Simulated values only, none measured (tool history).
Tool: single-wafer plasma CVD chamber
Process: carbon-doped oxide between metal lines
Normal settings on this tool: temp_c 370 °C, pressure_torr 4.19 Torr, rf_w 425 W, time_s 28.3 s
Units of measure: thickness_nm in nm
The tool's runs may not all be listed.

run,hour,temp_c,pressure_torr,rf_w,time_s,"read-back reference wafer on the same gauge, thickness_nm",thickness_nm
1,0.0,370,4.19,425,28.3,130.989,112.521
2,16.6,370,4.19,425,28.3,131.001,112.477
3,31.8,370,4.19,425,28.3,130.950,112.760
4,41.9,370,4.19,425,28.3,130.901,112.784
5,50.8,370,4.19,425,28.3,131.022,112.163
# hour 65.0: capacitance manometer re-zeroed and calibrated
6,65.5,370,4.19,490,28.3,130.947,128.928
7,67.4,370,4.19,490,28.3,130.938,129.926
8,76.8,370,4.19,490,28.3,130.974,128.338
9,83.1,370,4.19,425,28.3,131.183,113.420
10,90.9,370,4.19,425,28.3,131.021,113.184
11,103.8,375,3.55,425,28.3,131.026,109.676
12,114.5,370,4.19,425,28.3,131.089,112.106
13,127.8,370,4.70,425,31.8,131.022,126.980
14,134.5,370,4.19,425,28.3,130.859,112.168
# hour 149.5: showerhead replaced
# hour 154.6: thermocouple changed; heater temperature recalibrated
15,155.1,370,3.38,425,32.8,131.069,127.773
16,167.3,370,5.22,375,26.1,131.073,93.106
17,175.6,370,4.19,425,32.5,130.873,128.198
18,183.1,383,4.89,455,28.3,131.044,118.440
19,193.0,374,4.19,395,28.3,130.978,102.825
20,205.8,370,3.82,450,28.3,130.824,117.674
# hour 220.6: RF generator calibrated
21,221.1,370,4.19,425,28.3,131.007,122.110
22,223.6,382,4.19,470,29.8,130.965,135.920
# hour 225.7: gauge calibrated
23,231.0,356,4.60,390,23.0,130.921,95.832
24,242.4,366,4.62,365,28.3,131.154,106.824
25,257.0,380,4.95,495,23.0,130.998,113.013
26,270.1,378,4.93,425,28.3,131.013,120.768
27,283.7,370,4.19,425,28.3,130.936,122.084
28,291.3,370,3.70,375,30.5,130.868,113.868
29,308.2,370,4.19,425,30.0,131.098,128.396

Pick out some run-to-run changes in thickness_nm. Of each, how much would a tool without hidden state show as well, from the settings, what came in and chance, and how much is left for the hidden state and any gauge scatter not in both results compared?
Unlogged tool condition in this case: wafer temperature above the value expected at the setpoint (K); delivered RF power above the setpoint (%); true pressure above the setpoint (%); gauge reads high (%).
Run 16 -> 17: pressure_torr 5.22 -> 4.19, rf_w 375 -> 425, time_s 26.1 -> 32.5. thickness_nm +35.092 nm: hidden state -3.026, all else +38.118.
Run 20 -> 21: pressure_torr 3.82 -> 4.19, rf_w 450 -> 425, RF generator calibrated. thickness_nm +4.436 nm: hidden state +10.507, all else -6.071.
Run 22 -> 23: temp_c 382 -> 356, pressure_torr 4.19 -> 4.60, rf_w 470 -> 390, time_s 29.8 -> 23.0, gauge calibrated. thickness_nm -40.088 nm: hidden state -0.037, all else -40.051.
